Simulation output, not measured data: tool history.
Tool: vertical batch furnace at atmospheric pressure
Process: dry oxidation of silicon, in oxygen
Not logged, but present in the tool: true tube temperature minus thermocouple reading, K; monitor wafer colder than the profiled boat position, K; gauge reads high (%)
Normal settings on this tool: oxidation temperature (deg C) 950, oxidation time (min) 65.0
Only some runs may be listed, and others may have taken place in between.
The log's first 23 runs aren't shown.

run	hour	oxidation temperature (deg C)	oxidation time (min)	wafers since the last listed run	hours since the last temperature calibration	hours since the boat lift was adjusted	hours since the gauge calibration	read-back reference wafer on the same gauge, thickness	oxide thickness on the monitor wafer (Å)
24	472.9	939	79.5	88	240.4	269.3	16.3	64.01	563.3
25	493.8	942	86.5	167	261.3	290.2	37.2	64.00	609.6
26	515.1	959	96.5	170	282.6	311.5	58.5	64.00	739.0
27	531.0	971	92.0	127	298.5	327.4	74.4	64.01	785.3
28	542.4	968	86.5	91	309.9	338.8	85.8	63.97	742.2
29	562.1	943	65.0	157	329.6	358.5	105.5	64.00	512.9
30	581.9	950	65.0	158	349.4	378.3	125.3	64.00	541.7
31	604.5	926	87.0	181	372.0	400.9	147.9	64.00	541.0
32	628.4	935	80.0	191	395.9	424.8	171.8	63.99	550.4
33	682.3	950	65.0	431	449.8	478.7	225.7	64.00	542.5
34	691.1	950	65.0	70	458.6	487.5	234.5	63.99	541.6
35	753.6	935	77.5	500	521.1	550.0	297.0	63.99	542.0
36	762.4	950	78.0	70	529.9	558.8	305.8	63.99	608.4
37	777.0	950	65.0	116	544.5	573.4	320.4	64.00	539.1
38	792.2	972	49.0	121	559.7	588.6	335.6	63.98	535.2
39	810.9	929	46.5	149	578.4	607.3	354.3	64.04	379.6

Consider 4 possible next runs. They are alternatives, not a sequence: every one starts from the tool as it was left by run 39. What does each give?
A	816.7	950	85.0	46	584.2	613.1	360.1	?	?
B	816.7	935	40.5	46	584.2	613.1	360.1	?	?
C	816.7	972	85.0	46	584.2	613.1	360.1	?	?
D	816.7	931	37.5	46	584.2	613.1	360.1	?	?

run	read-back reference wafer on the same gauge, thickness	oxide thickness on the monitor wafer (Å)
A	64.01	642.6
B	64.01	365.4
C	64.01	755.8
D	64.01	339.9
The same runs, with their run-to-run variation unchanged, on a tool lacking any hidden condition would have given:
run	oxide thickness on the monitor wafer (Å)
A	635.3
B	361.5
C	747.7
D	336.3

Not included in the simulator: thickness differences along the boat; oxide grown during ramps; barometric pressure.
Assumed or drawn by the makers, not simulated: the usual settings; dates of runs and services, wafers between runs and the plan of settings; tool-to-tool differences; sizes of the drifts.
